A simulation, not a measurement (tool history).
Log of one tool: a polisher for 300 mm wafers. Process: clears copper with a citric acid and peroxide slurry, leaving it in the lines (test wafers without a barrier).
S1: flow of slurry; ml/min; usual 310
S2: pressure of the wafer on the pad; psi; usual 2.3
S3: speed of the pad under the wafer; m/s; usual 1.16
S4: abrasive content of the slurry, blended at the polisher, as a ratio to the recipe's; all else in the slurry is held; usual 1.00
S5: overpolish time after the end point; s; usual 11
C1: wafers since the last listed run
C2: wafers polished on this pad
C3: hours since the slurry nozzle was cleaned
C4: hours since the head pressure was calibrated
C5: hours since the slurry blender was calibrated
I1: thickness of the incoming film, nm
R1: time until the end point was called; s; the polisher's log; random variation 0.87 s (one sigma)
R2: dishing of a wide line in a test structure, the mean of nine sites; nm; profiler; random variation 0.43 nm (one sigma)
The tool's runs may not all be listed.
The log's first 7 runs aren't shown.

run 8 hour=78.7 | S1=310 S2=2.3 S3=1.16 S4=1.00 S5=11 | C1=21 C2=24 C3=338.8 C4=1171.7 C5=145.0 | I1=169.5 | R1=70.3 R2=18.7
run 9 hour=95.9 | S1=310 S2=2.3 S3=1.16 S4=1.00 S5=11 | C1=117 C2=141 C3=356.0 C4=1188.9 C5=162.2 | I1=170.5 | R1=69.3 R2=19.0
run 10 hour=108.2 | S1=310 S2=2.3 S3=1.16 S4=1.00 S5=11 | C1=84 C2=226 C3=368.3 C4=1201.2 C5=174.5 | I1=169.4 | R1=68.8 R2=17.7
run 11 hour=122.9 | S1=310 S2=2.3 S3=1.16 S4=1.00 S5=11 | C1=100 C2=326 C3=383.0 C4=1215.9 C5=189.2 | I1=169.1 | R1=71.6 R2=18.6
run 12 hour=136.5 | S1=310 S2=2.3 S3=1.16 S4=1.00 S5=11 | C1=92 C2=419 C3=396.6 C4=1229.5 C5=202.8 | I1=167.0 | R1=70.7 R2=18.6
run 13 hour=148.9 | S1=310 S2=2.3 S3=1.16 S4=1.00 S5=11 | C1=84 C2=504 C3=409.0 C4=1241.9 C5=215.2 | I1=172.6 | R1=71.8 R2=18.0
run 14 hour=155.0 | S1=310 S2=2.3 S3=1.16 S4=1.00 S5=11 | C1=41 C2=545 C3=415.1 C4=1248.0 C5=221.3 | I1=173.4 | R1=70.8 R2=18.7
-- hour=167.8 head pressure recalibrated
run 15 hour=184.0 | S1=310 S2=2.3 S3=1.16 S4=1.00 S5=11 | C1=184 C2=730 C3=444.1 C4=16.2 C5=250.3 | I1=170.7 | R1=70.9 R2=18.7
run 16 hour=191.7 | S1=370 S2=2.3 S3=1.42 S4=1.25 S5=7 | C1=52 C2=783 C3=451.8 C4=23.9 C5=258.0 | I1=170.5 | R1=55.2 R2=15.5
-- hour=201.3 worn pad replaced by a new one
run 17 hour=201.8 | S1=310 S2=2.9 S3=1.16 S4=0.75 S5=11 | C1=41 C2=3 C3=461.9 C4=34.0 C5=268.1 | I1=170.6 | R1=58.0 R2=21.3
run 18 hour=210.7 | S1=380 S2=2.3 S3=1.54 S4=1.25 S5=5 | C1=60 C2=64 C3=470.8 C4=42.9 C5=277.0 | I1=170.6 | R1=50.0 R2=12.2
run 19 hour=224.1 | S1=275 S2=2.3 S3=1.16 S4=1.00 S5=11 | C1=91 C2=155 C3=484.2 C4=56.3 C5=290.4 | I1=168.7 | R1=69.9 R2=18.4
run 20 hour=235.1 | S1=310 S2=2.3 S3=1.16 S4=1.00 S5=11 | C1=75 C2=230 C3=495.2 C4=67.3 C5=301.4 | I1=171.8 | R1=69.7 R2=18.8
run 21 hour=246.7 | S1=340 S2=1.5 S3=1.04 S4=1.15 S5=11 | C1=79 C2=310 C3=506.8 C4=78.9 C5=313.0 | I1=170.7 | R1=115.9 R2=11.2
run 22 hour=260.1 | S1=230 S2=2.3 S3=1.16 S4=1.00 S5=11 | C1=91 C2=401 C3=520.2 C4=92.3 C5=326.4 | I1=169.2 | R1=73.0 R2=18.0
-- hour=269.8 slurry blender recalibrated
run 23 hour=294.3 | S1=310 S2=2.3 S3=1.16 S4=1.00 S5=11 | C1=220 C2=621 C3=554.4 C4=126.5 C5=24.5 | I1=168.4 | R1=70.2 R2=18.3
-- hour=308.6 slurry nozzle cleaned
run 24 hour=309.1 | S1=310 S2=1.7 S3=0.86 S4=1.00 S5=11 | C1=94 C2=716 C3=0.5 C4=141.3 C5=39.3 | I1=169.1 | R1=121.9 R2=10.6
run 25 hour=317.5 | S1=395 S2=2.7 S3=1.16 S4=1.25 S5=7 | C1=57 C2=773 C3=8.9 C4=149.7 C5=47.7 | I1=172.4 | R1=57.4 R2=15.5
-- hour=329.1 worn pad replaced by a new one
run 26 hour=332.8 | S1=220 S2=2.3 S3=1.02 S4=0.70 S5=11 | C1=77 C2=24 C3=24.2 C4=165.0 C5=63.0 | I1=169.5 | R1=85.0 R2=15.1
run 27 hour=347.7 | S1=310 S2=1.5 S3=1.04 S4=0.75 S5=11 | C1=101 C2=126 C3=39.1 C4=179.9 C5=77.9 | I1=171.7 | R1=124.6 R2=11.0
run 28 hour=359.7 | S1=275 S2=2.3 S3=1.16 S4=1.20 S5=11 | C1=82 C2=208 C3=51.1 C4=191.9 C5=89.9 | I1=169.2 | R1=70.3 R2=18.8
run 29 hour=373.7 | S1=310 S2=2.3 S3=1.16 S4=1.00 S5=11 | C1=95 C2=304 C3=65.1 C4=205.9 C5=103.9 | I1=170.5 | R1=70.3 R2=18.7
run 30 hour=389.5 | S1=310 S2=2.3 S3=1.06 S4=1.00 S5=11 | C1=107 C2=412 C3=80.9 C4=221.7 C5=119.7 | I1=172.7 | R1=78.9 R2=16.8

3 ways to go on from here, each from the tool as it stands after run 30. What would each give?
run A hour=390.0 | S1=310 S2=1.5 S3=1.16 S4=1.00 S5=11 | C1=3 C2=415 C3=81.4 C4=222.2 C5=120.2 | I1=169.8 | R1=? R2=?
run B hour=390.0 | S1=310 S2=2.8 S3=1.46 S4=1.00 S5=11 | C1=3 C2=415 C3=81.4 C4=222.2 C5=120.2 | I1=169.8 | R1=? R2=?
run C hour=390.0 | S1=420 S2=2.3 S3=1.50 S4=0.80 S5=8 | C1=3 C2=415 C3=81.4 C4=222.2 C5=120.2 | I1=169.8 | R1=? R2=?

run=A R1=104.9 R2=12.7
run=B R1=45.7 R2=26.5
run=C R1=54.5 R2=17.4
Without the tool's hidden state the same runs would have given:
run=A R1=104.9 R2=12.7
run=B R1=45.7 R2=26.5
run=C R1=54.5 R2=17.4
